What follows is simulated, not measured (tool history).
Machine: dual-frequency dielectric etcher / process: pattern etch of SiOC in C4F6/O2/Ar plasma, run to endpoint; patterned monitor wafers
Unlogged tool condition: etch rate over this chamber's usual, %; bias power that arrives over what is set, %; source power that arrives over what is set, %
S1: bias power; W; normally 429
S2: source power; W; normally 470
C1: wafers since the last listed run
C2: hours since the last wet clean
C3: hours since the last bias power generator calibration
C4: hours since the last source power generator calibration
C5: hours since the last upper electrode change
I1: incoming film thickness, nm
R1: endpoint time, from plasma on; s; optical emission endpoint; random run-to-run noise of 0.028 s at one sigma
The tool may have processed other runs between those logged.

Run 1, hour 0: usual settings but S1 453 W, S2 560 W; C1 0; C2 333.5; C3 3090.8; C4 3147.4; C5 5254.7; I1 25.56. Result: R1 8.6 s.
Run 2, hour 12.9: usual settings but S1 378 W; C1 210; C2 346.4; C3 3103.7; C4 3160.3; C5 5267.6; I1 25.57. Result: R1 9.7 s.
Run 3, hour 23.8: usual settings but S1 378 W; C1 177; C2 357.3; C3 3114.6; C4 3171.2; C5 5278.5; I1 25.37. Result: R1 9.6 s.
Run 4, hour 38.2: usual settings but S1 378 W; C1 234; C2 371.7; C3 3129; C4 3185.6; C5 5292.9; I1 25.74. Result: R1 9.7 s.
Run 5, hour 52.4: usual settings; C1 231; C2 385.9; C3 3143.2; C4 3199.8; C5 5307.1; I1 25.54. Result: R1 9.3 s.
Run 6, hour 64.2: usual settings; C1 192; C2 397.7; C3 3155; C4 3211.6; C5 5318.9; I1 25.44. Result: R1 9.2 s.
Run 7, hour 74: usual settings; C1 159; C2 407.5; C3 3164.8; C4 3221.4; C5 5328.7; I1 25.55. Result: R1 9.2 s.
Run 8, hour 91.2: usual settings; C1 280; C2 424.7; C3 3182; C4 3238.6; C5 5345.9; I1 25.64. Result: R1 9.2 s.
Run 9, hour 137.1: usual settings; C1 747; C2 470.6; C3 3227.9; C4 3284.5; C5 5391.8; I1 25.59. Result: R1 9.2 s.
Run 10, hour 143.1: usual settings; C1 97; C2 476.6; C3 3233.9; C4 3290.5; C5 5397.8; I1 25.52. Result: R1 9.2 s.
Run 11, hour 149.9: usual settings; C1 110; C2 483.4; C3 3240.7; C4 3297.3; C5 5404.6; I1 25.67. Result: R1 9.2 s.
At hour 174.8: wet clean of the chamber.
Run 12, hour 175.3: usual settings; C1 22; C2 0.5; C3 3266.1; C4 3322.7; C5 5430; I1 25.23. Result: R1 9.4 s.
Run 13, hour 180.2: usual settings; C1 79; C2 5.4; C3 3271; C4 3327.6; C5 5434.9; I1 25.45. Result: R1 9.5 s.
Run 14, hour 192.1: usual settings but S1 460 W, S2 390 W; C1 193; C2 17.3; C3 3282.9; C4 3339.5; C5 5446.8; I1 25.64. Result: R1 9.8 s.
Run 15, hour 209.4: usual settings but S1 460 W, S2 390 W; C1 281; C2 34.6; C3 3300.2; C4 3356.8; C5 5464.1; I1 25.26. Result: R1 9.7 s.
Run 16, hour 219.8: usual settings but S1 460 W, S2 390 W; C1 169; C2 45; C3 3310.6; C4 3367.2; C5 5474.5; I1 25.49. Result: R1 9.8 s.
Run 17, hour 236.6: usual settings; C1 273; C2 61.8; C3 3327.4; C4 3384; C5 5491.3; I1 25.76. Result: R1 9.5 s.
Run 18, hour 245.6: usual settings; C1 146; C2 70.8; C3 3336.4; C4 3393; C5 5500.3; I1 25.62. Result: R1 9.5 s.
Run 19, hour 258.2: usual settings but S1 382 W, S2 400 W; C1 205; C2 83.4; C3 3349; C4 3405.6; C5 5512.9; I1 25.65. Result: R1 10.3 s.
At hour 282.5: upper electrode replaced.
Run 20, hour 283: usual settings but S1 487 W, S2 350 W; C1 13; C2 108.2; C3 3373.8; C4 3430.4; C5 0.5; I1 25.49. Result: R1 9.8 s.
Run 21, hour 283.3: usual settings but S1 506 W, S2 440 W; C1 4; C2 108.5; C3 3374.1; C4 3430.7; C5 0.8; I1 25.82. Result: R1 9.2 s.
Run 22, hour 292.4: usual settings; C1 148; C2 117.6; C3 3383.2; C4 3439.8; C5 9.9; I1 25.46. Result: R1 9.4 s.
At hour 305.6: source power generator calibrated.
Run 23, hour 306.1: usual settings; C1 158; C2 131.3; C3 3396.9; C4 0.5; C5 23.6; I1 25.7. Result: R1 9.5 s.
Run 24, hour 311.2: usual settings but S2 380 W; C1 83; C2 136.4; C3 3402; C4 5.6; C5 28.7; I1 25.82. Result: R1 10.2 s.
Run 25, hour 324.7: usual settings but S1 491 W, S2 560 W; C1 219; C2 149.9; C3 3415.5; C4 19.1; C5 42.2; I1 25.17. Result: R1 8.4 s.
At hour 332.9: bias power generator calibrated.
Run 26, hour 335: usual settings but S1 535 W, S2 440 W; C1 102; C2 160.2; C3 2.1; C4 29.4; C5 52.5; I1 25.87. Result: R1 9 s.
Run 27, hour 346.8: usual settings; C1 192; C2 172; C3 13.9; C4 41.2; C5 64.3; I1 25.81. Result: R1 9.5 s.
Run 28, hour 357.9: usual settings but S1 510 W; C1 180; C2 183.1; C3 25; C4 52.3; C5 75.4; I1 25.61. Result: R1 8.8 s.
Run 29, hour 368.6: usual settings; C1 174; C2 193.8; C3 35.7; C4 63; C5 86.1; I1 25.62. Result: R1 9.3 s.
Run 30, hour 380.9: usual settings but S2 410 W; C1 200; C2 206.1; C3 48; C4 75.3; C5 98.4; I1 25.36. Result: R1 9.7 s.
Run 31, hour 398.4: usual settings; C1 285; C2 223.6; C3 65.5; C4 92.8; C5 115.9; I1 25.79. Result: R1 9.5 s.
Run 32, hour 416.4: usual settings but S1 468 W, S2 390 W; C1 293; C2 241.6; C3 83.5; C4 110.8; C5 133.9; I1 25.57. Result: R1 9.6 s.
Run 33, hour 426.8: usual settings but S1 372 W, S2 590 W; C1 169; C2 252; C3 93.9; C4 121.2; C5 144.3; I1 25.55. Result: R1 9.1 s.
Run 34, hour 443.3: usual settings but S1 522 W, S2 580 W; C1 268; C2 268.5; C3 110.4; C4 137.7; C5 160.8; I1 25.5. Result: R1 8.1 s.
Run 35, hour 449.9: usual settings but S1 353 W, S2 400 W; C1 107; C2 275.1; C3 117; C4 144.3; C5 167.4; I1 25.58. Result: R1 10.4 s.

State the hidden condition of the tool at each of the runs:
bias power that arrives over what is set, %: 0 at every run
source power that arrives over what is set, %: 0 at every run
H1: etch rate over this chamber's usual, %
run       H1
  1     2.13
  2     2.22
  3      2.3
  4      2.4
  5      2.5
  6     2.59
  7     2.66
  8     2.79
  9     3.12
 10     3.16
 11     3.21
 12   -0.282
 13   -0.247
 14   -0.161
 15  -0.0354
 16   0.0399
 17    0.161
 18    0.227
 19    0.318
 20    0.497
 21      0.5
 22    0.565
 23    0.665
 24    0.701
 25    0.799
 26    0.874
 27    0.959
 28     1.04
 29     1.12
 30     1.21
 31     1.33
 32     1.46
 33     1.54
 34     1.66
 35     1.71

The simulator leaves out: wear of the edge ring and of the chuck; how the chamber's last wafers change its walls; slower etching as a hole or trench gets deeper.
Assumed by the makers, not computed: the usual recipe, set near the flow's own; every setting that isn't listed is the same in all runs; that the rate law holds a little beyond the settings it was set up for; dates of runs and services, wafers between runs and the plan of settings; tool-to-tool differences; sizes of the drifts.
